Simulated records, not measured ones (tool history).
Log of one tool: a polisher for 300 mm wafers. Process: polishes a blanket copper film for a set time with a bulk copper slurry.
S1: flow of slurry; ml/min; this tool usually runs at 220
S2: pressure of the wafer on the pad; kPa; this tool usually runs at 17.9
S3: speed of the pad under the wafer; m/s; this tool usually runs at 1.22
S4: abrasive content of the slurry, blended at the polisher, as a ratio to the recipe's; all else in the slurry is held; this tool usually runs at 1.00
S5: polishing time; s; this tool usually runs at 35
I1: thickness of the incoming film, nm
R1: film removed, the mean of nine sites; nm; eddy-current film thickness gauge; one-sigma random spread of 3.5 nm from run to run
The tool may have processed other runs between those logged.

run	hour	S1	S2	S3	S4	S5	I1	R1
1	0.0	220	17.9	1.22	1.00	38	3215.1	294.0
# hour 193.9: worn pad replaced by a new one
2	194.4	220	17.9	1.22	1.00	38	3173.8	312.6
3	249.2	220	17.9	1.22	1.00	38	3209.0	297.4
4	346.7	275	17.9	1.22	1.00	35	3201.3	282.7
# hour 399.8: head pressure recalibrated
5	414.7	275	17.9	1.22	1.00	35	3250.0	270.1
# hour 454.8: slurry blender recalibrated
6	485.0	220	17.9	1.22	1.00	35	3187.4	276.2
7	562.8	220	17.9	1.22	1.00	35	3184.3	278.2
8	625.8	220	17.9	1.22	1.00	35	3272.1	269.0
# hour 633.1: worn pad replaced by a new one
# hour 694.3: slurry nozzle cleaned
9	708.5	220	17.9	1.22	1.00	35	3172.5	278.8
# hour 796.3: head pressure recalibrated
10	798.4	220	17.9	1.22	1.00	35	3225.3	277.9
# hour 858.5: slurry blender recalibrated
11	863.2	220	17.9	0.92	1.00	35	3215.2	214.7
12	940.3	220	17.9	0.92	1.00	35	3212.0	208.7
13	1003.5	245	17.9	1.22	1.00	35	3220.6	269.1
# hour 1091.0: worn pad replaced by a new one
14	1100.3	245	17.9	1.22	1.00	35	3235.2	284.2
# hour 1258.8: head pressure recalibrated
15	1362.1	220	17.9	1.22	1.00	35	3201.6	263.2
# hour 1379.3: slurry nozzle cleaned
# hour 1383.7: slurry blender recalibrated
16	1428.0	220	14.5	1.22	0.90	45	3170.0	284.4
17	1486.6	220	17.9	1.22	1.00	35	3162.7	266.4
18	1537.5	220	17.9	1.22	1.00	35	3210.3	264.1
# hour 1590.4: worn pad replaced by a new one
19	1636.3	185	21.4	0.96	1.20	35	3204.5	269.9
# hour 1657.3: head pressure recalibrated
20	1728.9	280	15.9	0.98	1.00	30	3207.7	168.1
21	1835.0	170	17.9	1.22	1.15	35	3258.7	259.8
# hour 1875.4: slurry blender recalibrated
22	1902.6	220	17.9	1.22	1.00	35	3193.1	272.2
23	1990.6	220	17.9	1.22	1.00	35	3268.6	275.1
# hour 1999.7: worn pad replaced by a new one
# hour 2000.6: slurry nozzle cleaned
24	2062.4	220	12.4	1.22	1.00	35	3221.3	198.7

Run 25 comes next. What will it give?
25	2108.5	240	17.9	1.54	1.00	39	3228.7	?

R1: 398.7 nm
Minus the tool's unlogged condition, the same run would have read R1 419.3 nm.
